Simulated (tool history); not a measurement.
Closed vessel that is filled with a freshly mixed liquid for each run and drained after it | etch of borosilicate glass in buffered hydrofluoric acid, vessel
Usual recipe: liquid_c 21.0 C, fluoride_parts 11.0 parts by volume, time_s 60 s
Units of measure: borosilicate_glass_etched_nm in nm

| run | hour | liquid_c | fluoride_parts | time_s | wafers since the last listed run | hours since the thermometer was replaced | hours since the hydrofluoric acid flow meter was replaced | hours since the gauge calibration | read-back film thickness of the borosilicate glass reference wafer, read on the same gauge (nm) | borosilicate_glass_etched_nm |
|---|---|---|---|---|---|---|---|---|---|---|
| 1 | 0.0 | 17.5 | 11.0 | 60 | 0 | 1273.8 | 556.6 | 328.2 | 100.02 | 43.73 |
| 2 | 10.1 | 17.5 | 11.0 | 60 | 1252 | 1283.9 | 566.7 | 338.3 | 99.99 | 43.88 |
| 3 | 28.0 | 17.5 | 11.0 | 60 | 2219 | 1301.8 | 584.6 | 356.2 | 99.98 | 43.44 |
| 4 | 43.8 | 21.0 | 11.0 | 60 | 1958 | 1317.6 | 600.4 | 372.0 | 100.02 | 52.81 |
| 5 | 50.7 | 21.0 | 11.0 | 60 | 855 | 1324.5 | 607.3 | 378.9 | 100.02 | 52.38 |
| 6 | 62.7 | 21.0 | 11.0 | 60 | 1487 | 1336.5 | 619.3 | 390.9 | 100.01 | 52.82 |
| 7 | 80.1 | 23.5 | 11.0 | 60 | 2157 | 1353.9 | 636.7 | 408.3 | 99.97 | 60.04 |
| 8 | 90.8 | 21.0 | 11.0 | 80 | 1326 | 1364.6 | 647.4 | 419.0 | 99.99 | 70.38 |
| 9 | 104.8 | 21.0 | 11.0 | 80 | 1735 | 1378.6 | 661.4 | 433.0 | 100.01 | 69.24 |
| 10 | 121.6 | 21.0 | 11.0 | 80 | 2082 | 1395.4 | 678.2 | 449.8 | 100.02 | 70.26 |
| 11 | 136.2 | 17.5 | 6.5 | 80 | 1809 | 1410.0 | 692.8 | 464.4 | 100.03 | 95.74 |
| 12 | 168.2 | 21.0 | 11.0 | 60 | 3967 | 1442.0 | 724.8 | 496.4 | 100.01 | 51.97 |
| 13 | 185.1 | 17.0 | 11.0 | 45 | 2095 | 1458.9 | 741.7 | 513.3 | 100.03 | 31.28 |
| 14 | 191.2 | 21.0 | 11.0 | 60 | 756 | 1465.0 | 747.8 | 519.4 | 100.01 | 51.71 |
| 15 | 207.7 | 21.0 | 14.0 | 60 | 2045 | 1481.5 | 764.3 | 535.9 | 100.00 | 40.90 |
|  | 217.2 | thermometer replaced |
| 16 | 222.8 | 21.0 | 11.0 | 45 | 1747 | 5.6 | 779.4 | 551.0 | 100.01 | 38.68 |
|  | 234.3 | hydrofluoric acid flow meter replaced |
| 17 | 236.2 | 21.0 | 11.0 | 60 | 1537 | 19.0 | 1.9 | 564.4 | 100.03 | 55.59 |
|  | 246.3 | gauge calibrated |
| 18 | 247.9 | 21.0 | 7.0 | 85 | 1450 | 30.7 | 13.6 | 1.6 | 99.98 | 124.05 |
| 19 | 258.7 | 19.5 | 15.0 | 60 | 1338 | 41.5 | 24.4 | 12.4 | 99.99 | 38.31 |
| 20 | 267.8 | 23.0 | 12.5 | 80 | 1128 | 50.6 | 33.5 | 21.5 | 100.01 | 73.71 |
| 21 | 285.3 | 18.5 | 13.0 | 85 | 2169 | 68.1 | 51.0 | 39.0 | 100.00 | 58.00 |
| 22 | 301.9 | 21.0 | 11.0 | 60 | 2057 | 84.7 | 67.6 | 55.6 | 100.01 | 55.57 |
| 23 | 319.7 | 17.5 | 14.5 | 60 | 2206 | 102.5 | 85.4 | 73.4 | 99.99 | 35.16 |
| 24 | 336.9 | 25.5 | 11.0 | 60 | 2132 | 119.7 | 102.6 | 90.6 | 100.01 | 70.72 |
| 25 | 345.2 | 21.0 | 11.0 | 60 | 1028 | 128.0 | 110.9 | 98.9 | 99.99 | 55.01 |
| 26 | 358.5 | 21.0 | 11.0 | 60 | 1648 | 141.3 | 124.2 | 112.2 | 100.00 | 55.31 |
| 27 | 371.9 | 19.0 | 15.0 | 85 | 1661 | 154.7 | 137.6 | 125.6 | 100.00 | 51.23 |
| 28 | 378.1 | 21.0 | 7.5 | 60 | 768 | 160.9 | 143.8 | 131.8 | 100.01 | 79.66 |
| 29 | 388.3 | 21.0 | 14.0 | 60 | 1264 | 171.1 | 154.0 | 142.0 | 100.02 | 43.27 |
| 30 | 398.5 | 19.0 | 11.0 | 70 | 1264 | 181.3 | 164.2 | 152.2 | 100.00 | 58.09 |
| 31 | 415.6 | 21.0 | 8.5 | 70 | 2119 | 198.4 | 181.3 | 169.3 | 100.02 | 79.24 |
| 32 | 426.3 | 17.0 | 13.0 | 60 | 1326 | 209.1 | 192.0 | 180.0 | 100.01 | 37.47 |
| 33 | 432.8 | 18.5 | 9.0 | 60 | 805 | 215.6 | 198.5 | 186.5 | 100.01 | 57.50 |
| 34 | 443.5 | 22.5 | 13.0 | 60 | 1326 | 226.3 | 209.2 | 197.2 | 99.99 | 50.43 |

Entry by entry between the runs, the difference in hidden state between the last listed run before and the first listed run after:
Between runs 15 and 16: thermometer replaced (hour 217.2)
  hydrofluoric acid flow below the setpoint (%): 8.06 -> 8.2
  difference, measured minus the result without the unlogged condition, borosilicate_glass_etched_nm: -3.55 -> -3.42 nm
Between runs 16 and 17: hydrofluoric acid flow meter replaced (hour 234.3)
  hydrofluoric acid flow below the setpoint (%): 8.2 -> 0.185
  difference, measured minus the result without the unlogged condition, borosilicate_glass_etched_nm: -3.42 -> -0.10 nm
Between runs 17 and 18: gauge calibrated (hour 246.3)
  hydrofluoric acid flow below the setpoint (%): 0.185 -> 0.291
  difference, measured minus the result without the unlogged condition, borosilicate_glass_etched_nm: -0.10 -> -0.39 nm

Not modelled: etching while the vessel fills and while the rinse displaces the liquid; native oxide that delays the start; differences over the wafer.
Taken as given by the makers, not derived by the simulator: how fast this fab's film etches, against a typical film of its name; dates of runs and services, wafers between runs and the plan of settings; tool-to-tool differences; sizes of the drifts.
